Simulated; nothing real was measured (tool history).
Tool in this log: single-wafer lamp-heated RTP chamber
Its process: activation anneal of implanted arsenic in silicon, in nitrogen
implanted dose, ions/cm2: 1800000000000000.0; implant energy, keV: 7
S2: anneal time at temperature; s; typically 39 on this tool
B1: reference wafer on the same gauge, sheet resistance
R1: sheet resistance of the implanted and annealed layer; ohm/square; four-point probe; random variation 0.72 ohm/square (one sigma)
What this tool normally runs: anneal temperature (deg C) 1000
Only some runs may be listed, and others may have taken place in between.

Run 1, hour 0: usual settings but S2 57 s; B1 118.04. Result: R1 108.49 ohm/square.
Run 2, hour 64.8: usual settings; B1 118. Result: R1 120.51 ohm/square.
At hour 113.7: reflector plate cleaned.
Run 3, hour 256.8: usual settings; B1 117.91. Result: R1 121.3 ohm/square.
Run 4, hour 321.1: usual settings; B1 117.96. Result: R1 120.72 ohm/square.
Run 5, hour 377.9: usual settings; B1 117.99. Result: R1 121.31 ohm/square.
Run 6, hour 442.4: usual settings; B1 117.94. Result: R1 120.14 ohm/square.
Run 7, hour 487.8: usual settings but anneal temperature (deg C) 1012, S2 30 s; B1 118.03. Result: R1 116.64 ohm/square.
Run 8, hour 555.4: usual settings but anneal temperature (deg C) 1012, S2 30 s; B1 118.17. Result: R1 116.48 ohm/square.
At hour 585.9: pyrometer window cleaned and pyrometer calibrated.
Run 9, hour 618.5: usual settings but anneal temperature (deg C) 1012, S2 30 s; B1 118.1. Result: R1 117.23 ohm/square.
Run 10, hour 718.1: usual settings; B1 118.17. Result: R1 119.74 ohm/square.
Run 11, hour 764.9: usual settings; B1 117.86. Result: R1 119.58 ohm/square.
At hour 830.7: reflector plate cleaned.
Run 12, hour 844.3: usual settings; B1 118.03. Result: R1 124.58 ohm/square.
Run 13, hour 891.1: usual settings but anneal temperature (deg C) 1021; B1 118.17. Result: R1 102.8 ohm/square.
Run 14, hour 972.2: usual settings but anneal temperature (deg C) 1021; B1 118.09. Result: R1 104.5 ohm/square.
Run 15, hour 1053.1: usual settings but anneal temperature (deg C) 1021; B1 117.91. Result: R1 102.4 ohm/square.
Run 16, hour 1128.4: usual settings; B1 118. Result: R1 120.26 ohm/square.
At hour 1166.6: pyrometer window cleaned and pyrometer calibrated.
Run 17, hour 1188.9: usual settings; B1 117.97. Result: R1 121.34 ohm/square.
Run 18, hour 1254: usual settings; B1 118.01. Result: R1 121.59 ohm/square.
Run 19, hour 1350.9: usual settings but S2 55 s; B1 117.94. Result: R1 108.77 ohm/square.
Run 20, hour 1416.7: usual settings but anneal temperature (deg C) 976, S2 46 s; B1 117.98. Result: R1 141.1 ohm/square.
Run 21, hour 1479.1: usual settings but anneal temperature (deg C) 1028, S2 17 s; B1 117.94. Result: R1 122.01 ohm/square.
At hour 1541.2: reflector plate cleaned.
Run 22, hour 1582.9: usual settings but S2 55 s; B1 118.01. Result: R1 111.74 ohm/square.
Run 23, hour 1673.8: usual settings but anneal temperature (deg C) 979, S2 17 s; B1 117.9. Result: R1 176.94 ohm/square.
Run 24, hour 1753.7: usual settings; B1 118.01. Result: R1 120.87 ohm/square.
At hour 1782.6: pyrometer window cleaned and pyrometer calibrated.
Run 25, hour 1803.5: usual settings but anneal temperature (deg C) 1028, S2 23 s; B1 118.16. Result: R1 113.83 ohm/square.
Run 26, hour 1903.1: usual settings but anneal temperature (deg C) 992, S2 33 s; B1 117.91. Result: R1 135.56 ohm/square.
At hour 2035.3: gauge calibrated.
Run 27, hour 2049.2: usual settings but S2 27 s; B1 117.96. Result: R1 132.85 ohm/square.
At hour 2139.8: reflector plate cleaned.
Run 28, hour 2150.6: usual settings; B1 117.89. Result: R1 124.26 ohm/square.
Run 29, hour 2227.4: usual settings but anneal temperature (deg C) 988, S2 18 s; B1 118.04. Result: R1 165.02 ohm/square.
Run 30, hour 2290.4: usual settings; B1 118.02. Result: R1 121.65 ohm/square.
At hour 2336.3: pyrometer window cleaned and pyrometer calibrated.
Run 31, hour 2336.8: usual settings; B1 118.06. Result: R1 120.8 ohm/square.
Run 32, hour 2398.8: usual settings but anneal temperature (deg C) 979; B1 118. Result: R1 145.75 ohm/square.
Run 33, hour 2498.8: usual settings but anneal temperature (deg C) 976; B1 118.14. Result: R1 147.68 ohm/square.
Run 34, hour 2590.6: usual settings but anneal temperature (deg C) 1008, S2 28 s; B1 118.12. Result: R1 124.75 ohm/square.
Run 35, hour 2654.1: usual settings but anneal temperature (deg C) 982, S2 33 s; B1 117.94. Result: R1 146.62 ohm/square.
At hour 2811: reflector plate cleaned.
At hour 2946.9: pyrometer window cleaned and pyrometer calibrated.
Run 36, hour 2966.9: usual settings but anneal temperature (deg C) 984, S2 55 s; B1 117.91. Result: R1 125.42 ohm/square.
Run 37, hour 3047.3: usual settings but anneal temperature (deg C) 988, S2 18 s; B1 118.02. Result: R1 163.77 ohm/square.

List, for all runs, the conditions of the tool that the log does not record:
true wafer temperature minus pyrometer reading, K: 0 at every run
gauge reads high (%): 0 at every run
H1: wafer temperature error from the tarnished reflector plate, K
run     H1
  1   3.34
  2   3.47
  3   1.96
  4   2.45
  5   2.78
  6   3.06
  7   3.21
  8   3.38
  9    3.5
 10   3.63
 11   3.68
 12  0.558
 13   1.24
 14   2.11
 15   2.71
 16    3.1
 17   3.32
 18   3.51
 19   3.69
 20   3.78
 21   3.84
 22   1.35
 23    2.4
 24   3.01
 25    3.3
 26    3.7
 27   4.03
 28  0.559
 29   1.61
 30   2.24
 31   2.59
 32   2.96
 33   3.37
 34   3.61
 35   3.73
 36   2.22
 37   2.78
